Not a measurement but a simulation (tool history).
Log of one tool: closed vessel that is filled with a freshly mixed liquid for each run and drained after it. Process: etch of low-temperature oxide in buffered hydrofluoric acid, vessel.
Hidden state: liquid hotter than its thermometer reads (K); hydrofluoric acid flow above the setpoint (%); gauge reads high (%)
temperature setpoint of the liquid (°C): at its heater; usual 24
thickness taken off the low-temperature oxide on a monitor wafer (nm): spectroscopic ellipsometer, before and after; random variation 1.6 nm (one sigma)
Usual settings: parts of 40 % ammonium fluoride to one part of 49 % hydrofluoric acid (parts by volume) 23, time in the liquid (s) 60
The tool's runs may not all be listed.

run   hour  temperature setpoint of the liquid (°C)  parts of 40 % ammonium fluoride to one part of 49 % hydrofluoric acid (parts by volume)  time in the liquid (s)  wafers since the last listed run  hours since the thermometer was replaced  hours since the hydrofluoric acid flow meter was replaced  hours since the gauge calibration  read-back film thickness of the low-temperature oxide reference wafer, read on the same gauge (nm)  thickness taken off the low-temperature oxide on a monitor wafer (nm)
  1      0                                     21.5                                                                                       23                      80                                 0                                    1832.1                                                      229.2                              102.5                                                                                              150.02                                                                 225.63
  2   12.9                                     21.5                                                                                       23                      80                              1643                                      1845                                                      242.1                              115.4                                                                                              150.03                                                                 227.04
  3   30.3                                       21                                                                                       23                      60                              2216                                    1862.4                                                      259.5                              132.8                                                                                              149.98                                                                 163.46
  4   45.9                                       21                                                                                       23                      60                              1987                                      1878                                                      275.1                              148.4                                                                                                 150                                                                 168.79
  5   59.3                                       27                                                                                       23                      60                              1706                                    1891.4                                                      288.5                              161.8                                                                                              150.01                                                                 231.88
  6   70.2                                       27                                                                                       23                      60                              1388                                    1902.3                                                      299.4                              172.7                                                                                              149.98                                                                 235.66
  7   76.8                                       24                                                                                       23                      35                               840                                    1908.9                                                        306                              179.3                                                                                                 150                                                                 117.25
  8   90.8                                       24                                                                                       23                      35                              1783                                    1922.9                                                        320                              193.3                                                                                              149.99                                                                    118
  9  103.4                                       24                                                                                       17                      70                              1604                                    1935.5                                                      332.6                              205.9                                                                                              149.99                                                                 310.66
 10  110.3                                       24                                                                                       17                      70                               878                                    1942.4                                                      339.5                              212.8                                                                                              150.03                                                                  309.2
 11  124.1                                       24                                                                                     16.5                      60                              1757                                    1956.2                                                      353.3                              226.6                                                                                              150.02                                                                 273.01
 12  134.4                                       24                                                                                       23                      80                              1311                                    1966.5                                                      363.6                              236.9                                                                                              149.99                                                                 265.36
 13    141                                       24                                                                                       23                      80                               840                                    1973.1                                                      370.2                              243.5                                                                                                 150                                                                 266.73
 14    163                                       24                                                                                       23                      80                              2802                                    1995.1                                                      392.2                              265.5                                                                                              150.02                                                                 267.95
 15  177.6                                       24                                                                                       23                      60                              1859                                    2009.7                                                      406.8                              280.1                                                                                              149.99                                                                 203.27
     186.9  -- gauge calibrated
     195.8  -- hydrofluoric acid flow meter replaced
     204.7  -- thermometer replaced
 16  222.2                                     26.5                                                                                       23                      80                              5426                                      17.5                                                       26.4                               35.3                                                                                              150.01                                                                 284.13
 17  231.9                                       22                                                                                       23                      80                              1235                                      27.2                                                       36.1                                 45                                                                                                 150                                                                 223.33
 18  239.3                                       26                                                                                       23                      60                               942                                      34.6                                                       43.5                               52.4                                                                                              150.02                                                                  213.4
 19  256.6                                       28                                                                                     15.5                      60                              2203                                      51.9                                                       60.8                               69.7                                                                                              150.02                                                                 334.16
 20  269.8                                       24                                                                                       26                      40                              1681                                      65.1                                                         74                               82.9                                                                                              149.99                                                                 117.03
 21  281.8                                     20.5                                                                                     26.5                      60                              1528                                      77.1                                                         86                               94.9                                                                                              150.02                                                                 139.11
 22  296.6                                     27.5                                                                                       26                      60                              1885                                      91.9                                                      100.8                              109.7                                                                                                 150                                                                 209.32
 23  312.5                                     20.5                                                                                       30                      80                              2025                                     107.8                                                      116.7                              125.6                                                                                              149.98                                                                 173.69
 24  322.2                                       24                                                                                       23                      60                              1235                                     117.5                                                      126.4                              135.3                                                                                                 150                                                                 187.86
 25  330.4                                       24                                                                                       23                      50                              1044                                     125.7                                                      134.6                              143.5                                                                                              150.03                                                                 161.52
 26  344.6                                       24                                                                                       23                      60                              1808                                     139.9                                                      148.8                              157.7                                                                                                 150                                                                 192.51
 27  357.4                                     27.5                                                                                       29                      30                              1630                                     152.7                                                      161.6                              170.5                                                                                              149.97                                                                  98.72
 28  372.3                                       24                                                                                       30                      30                              1897                                     167.6                                                      176.5                              185.4                                                                                              150.01                                                                  80.57

How the hidden state differs across the entries between the runs, from the last listed run before each to the first after it:
Between runs 15 and 16: gauge calibrated (hour 186.9); hydrofluoric acid flow meter replaced (hour 195.8); thermometer replaced (hour 204.7)
  hydrofluoric acid flow above the setpoint (%): 12.1 -> 1.67
  measured less the result without the state, thickness taken off the low-temperature oxide on a monitor wafer (nm): +15.35 -> +3.22
